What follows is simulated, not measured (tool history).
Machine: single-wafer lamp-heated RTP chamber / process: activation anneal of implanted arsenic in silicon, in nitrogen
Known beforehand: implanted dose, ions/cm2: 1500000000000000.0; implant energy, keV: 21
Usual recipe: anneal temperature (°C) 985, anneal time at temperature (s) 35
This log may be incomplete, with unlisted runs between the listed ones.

run	day	anneal temperature (°C)	anneal time at temperature (s)	read-back reference wafer on the same gauge, sheet resistance	sheet resistance of the implanted and annealed layer (ohm/square)
1	0.000	985	35	129.07	110.86
2	0.946	985	35	128.84	110.36
3	1.767	985	35	129.03	109.89
4	2.338	985	35	129.08	109.37
5	4.012	985	35	128.94	108.32
6	5.275	985	35	128.95	108.44
7	6.383	985	35	128.91	108.99
8	7.558	985	35	128.95	108.14
# day 8.258: gauge calibrated
9	9.142	985	42	128.96	105.02
10	10.075	985	35	129.04	107.34
11	11.121	1010	42	128.92	94.89
# day 12.246: reflector plate cleaned
12	12.267	972	19	128.88	124.26
13	12.842	972	41	129.02	113.32
# day 13.700: pyrometer window cleaned and pyrometer calibrated
14	14.142	985	35	129.06	111.67
15	15.142	974	20	128.99	125.60
16	16.079	985	35	129.01	111.36
17	17.496	996	46	128.81	102.60

Below are 5 alternative next runs, each starting from the tool's condition after run 17. Predict each:
A	17.512	985	35	?	?
B	17.512	956	49	?	?
C	17.512	997	18	?	?
D	17.512	1011	35	?	?
E	17.512	985	19	?	?

run	read-back reference wafer on the same gauge, sheet resistance	sheet resistance of the implanted and annealed layer (ohm/square)
A	128.90	110.24
B	128.90	119.04
C	128.90	114.22
D	128.90	99.67
E	128.90	118.63
What these runs would have given with no unlogged condition in the tool:
run	sheet resistance of the implanted and annealed layer (ohm/square)
A	112.43
B	121.69
C	116.30
D	101.56
E	120.85

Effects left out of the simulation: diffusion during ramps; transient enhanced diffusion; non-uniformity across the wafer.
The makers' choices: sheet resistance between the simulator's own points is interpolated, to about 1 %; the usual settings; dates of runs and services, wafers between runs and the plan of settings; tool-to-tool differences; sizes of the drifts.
